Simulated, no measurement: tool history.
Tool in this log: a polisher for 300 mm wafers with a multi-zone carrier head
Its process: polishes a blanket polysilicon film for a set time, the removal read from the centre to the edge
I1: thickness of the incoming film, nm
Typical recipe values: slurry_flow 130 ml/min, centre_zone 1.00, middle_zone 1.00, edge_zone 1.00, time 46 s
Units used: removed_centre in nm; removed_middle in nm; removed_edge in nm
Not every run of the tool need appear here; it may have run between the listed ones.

{"run": 1, "hour": 0.0, "slurry_flow": 100, "centre_zone": 1.0, "middle_zone": 1.0, "edge_zone": 1.0, "time": 46, "I1": 1489.6, "removed_centre": 184.0, "removed_middle": 182.0, "removed_edge": 194.2}
{"run": 2, "hour": 22.2, "slurry_flow": 100, "centre_zone": 1.0, "middle_zone": 1.0, "edge_zone": 1.0, "time": 46, "I1": 1501.3, "removed_centre": 181.3, "removed_middle": 184.3, "removed_edge": 187.9}
{"hour": 25.5, "done": "slurry nozzle cleaned"}
{"hour": 65.4, "done": "carrier head's membrane replaced by a new one"}
{"run": 3, "hour": 123.6, "slurry_flow": 130, "centre_zone": 1.0, "middle_zone": 1.0, "edge_zone": 1.0, "time": 46, "I1": 1507.7, "removed_centre": 218.1, "removed_middle": 209.2, "removed_edge": 214.4}
{"run": 4, "hour": 151.2, "slurry_flow": 130, "centre_zone": 1.0, "middle_zone": 1.0, "edge_zone": 1.0, "time": 46, "I1": 1484.3, "removed_centre": 215.2, "removed_middle": 213.7, "removed_edge": 212.0}
{"hour": 176.4, "done": "worn pad replaced by a new one"}
{"run": 5, "hour": 246.4, "slurry_flow": 130, "centre_zone": 1.0, "middle_zone": 0.91, "edge_zone": 1.0, "time": 46, "I1": 1505.5, "removed_centre": 216.4, "removed_middle": 191.9, "removed_edge": 207.4}
{"run": 6, "hour": 264.6, "slurry_flow": 130, "centre_zone": 1.0, "middle_zone": 1.0, "edge_zone": 1.0, "time": 46, "I1": 1505.6, "removed_centre": 216.6, "removed_middle": 208.5, "removed_edge": 212.8}
{"hour": 284.8, "done": "centre zone pressure recalibrated"}
{"run": 7, "hour": 297.4, "slurry_flow": 90, "centre_zone": 1.03, "middle_zone": 1.04, "edge_zone": 1.0, "time": 57, "I1": 1506.7, "removed_centre": 226.4, "removed_middle": 234.3, "removed_edge": 241.7}
{"run": 8, "hour": 325.9, "slurry_flow": 130, "centre_zone": 1.0, "middle_zone": 1.0, "edge_zone": 0.96, "time": 34, "I1": 1475.4, "removed_centre": 150.0, "removed_middle": 153.0, "removed_edge": 151.6}
{"run": 9, "hour": 347.1, "slurry_flow": 130, "centre_zone": 1.0, "middle_zone": 1.0, "edge_zone": 1.0, "time": 46, "I1": 1494.1, "removed_centre": 201.9, "removed_middle": 205.1, "removed_edge": 210.2}
{"hour": 358.8, "done": "edge zone pressure recalibrated"}
{"hour": 415.5, "done": "worn pad replaced by a new one"}
{"run": 10, "hour": 432.7, "slurry_flow": 95, "centre_zone": 0.95, "middle_zone": 1.0, "edge_zone": 1.07, "time": 55, "I1": 1510.9, "removed_centre": 199.6, "removed_middle": 218.9, "removed_edge": 237.4}
{"run": 11, "hour": 451.9, "slurry_flow": 105, "centre_zone": 0.89, "middle_zone": 0.92, "edge_zone": 0.92, "time": 46, "I1": 1498.8, "removed_centre": 163.4, "removed_middle": 178.6, "removed_edge": 189.3}
{"run": 12, "hour": 466.5, "slurry_flow": 130, "centre_zone": 1.09, "middle_zone": 1.0, "edge_zone": 1.0, "time": 58, "I1": 1500.1, "removed_centre": 273.8, "removed_middle": 253.1, "removed_edge": 255.8}
{"run": 13, "hour": 480.6, "slurry_flow": 130, "centre_zone": 1.0, "middle_zone": 1.0, "edge_zone": 1.0, "time": 46, "I1": 1494.9, "removed_centre": 197.9, "removed_middle": 203.9, "removed_edge": 203.3}
{"run": 14, "hour": 513.1, "slurry_flow": 130, "centre_zone": 1.0, "middle_zone": 1.0, "edge_zone": 1.0, "time": 46, "I1": 1481.4, "removed_centre": 195.5, "removed_middle": 202.7, "removed_edge": 202.6}
{"hour": 527.5, "done": "slurry nozzle cleaned"}
{"run": 15, "hour": 549.0, "slurry_flow": 130, "centre_zone": 1.0, "middle_zone": 1.0, "edge_zone": 1.0, "time": 46, "I1": 1501.5, "removed_centre": 214.9, "removed_middle": 215.3, "removed_edge": 212.6}
{"run": 16, "hour": 578.3, "slurry_flow": 130, "centre_zone": 1.0, "middle_zone": 0.89, "edge_zone": 1.0, "time": 46, "I1": 1487.9, "removed_centre": 211.6, "removed_middle": 193.6, "removed_edge": 213.3}
{"run": 17, "hour": 603.1, "slurry_flow": 130, "centre_zone": 1.0, "middle_zone": 1.0, "edge_zone": 1.0, "time": 46, "I1": 1499.3, "removed_centre": 212.7, "removed_middle": 214.7, "removed_edge": 211.5}
{"hour": 630.3, "done": "worn pad replaced by a new one"}
{"run": 18, "hour": 630.8, "slurry_flow": 130, "centre_zone": 1.0, "middle_zone": 1.0, "edge_zone": 1.0, "time": 46, "I1": 1487.6, "removed_centre": 212.3, "removed_middle": 215.6, "removed_edge": 216.9}
{"run": 19, "hour": 647.5, "slurry_flow": 160, "centre_zone": 1.0, "middle_zone": 1.0, "edge_zone": 1.0, "time": 46, "I1": 1482.2, "removed_centre": 224.8, "removed_middle": 223.4, "removed_edge": 216.5}
{"run": 20, "hour": 661.2, "slurry_flow": 130, "centre_zone": 1.0, "middle_zone": 1.12, "edge_zone": 1.0, "time": 55, "I1": 1499.1, "removed_centre": 254.6, "removed_middle": 275.9, "removed_edge": 254.8}
{"run": 21, "hour": 677.8, "slurry_flow": 130, "centre_zone": 1.0, "middle_zone": 0.94, "edge_zone": 1.06, "time": 37, "I1": 1474.1, "removed_centre": 171.8, "removed_middle": 162.9, "removed_edge": 176.2}

Each row is a separate what-if for the run after 21, all from the same tool condition, not one after another. Results?
{"run": "A", "hour": 678.2, "slurry_flow": 130, "centre_zone": 1.0, "middle_zone": 0.9, "edge_zone": 1.0, "time": 46, "I1": 1474.3, "removed_centre": "?", "removed_middle": "?", "removed_edge": "?"}
{"run": "B", "hour": 678.2, "slurry_flow": 110, "centre_zone": 0.91, "middle_zone": 0.89, "edge_zone": 1.0, "time": 37, "I1": 1474.3, "removed_centre": "?", "removed_middle": "?", "removed_edge": "?"}
{"run": "C", "hour": 678.2, "slurry_flow": 155, "centre_zone": 0.89, "middle_zone": 1.0, "edge_zone": 1.0, "time": 46, "I1": 1474.3, "removed_centre": "?", "removed_middle": "?", "removed_edge": "?"}
{"run": "D", "hour": 678.2, "slurry_flow": 130, "centre_zone": 1.0, "middle_zone": 0.88, "edge_zone": 1.08, "time": 46, "I1": 1474.3, "removed_centre": "?", "removed_middle": "?", "removed_edge": "?"}
{"run": "E", "hour": 678.2, "slurry_flow": 130, "centre_zone": 1.0, "middle_zone": 0.95, "edge_zone": 1.08, "time": 46, "I1": 1474.3, "removed_centre": "?", "removed_middle": "?", "removed_edge": "?"}

run=A removed_centre=214.3 removed_middle=193.6 removed_edge=211.0
run=B removed_centre=149.0 removed_middle=147.7 removed_edge=164.6
run=C removed_centre=199.2 removed_middle=219.8 removed_edge=216.5
run=D removed_centre=214.2 removed_middle=190.0 removed_edge=217.7
run=E removed_centre=214.3 removed_middle=202.5 removed_edge=217.5
With no hidden state in the tool, these same runs would have given:
run=A removed_centre=212.7 removed_middle=195.0 removed_edge=212.0
run=B removed_centre=148.2 removed_middle=149.0 removed_edge=165.6
run=C removed_centre=197.4 removed_middle=221.1 removed_edge=217.4
run=D removed_centre=212.7 removed_middle=191.3 removed_edge=218.7
run=E removed_centre=212.8 removed_middle=203.9 removed_edge=218.5
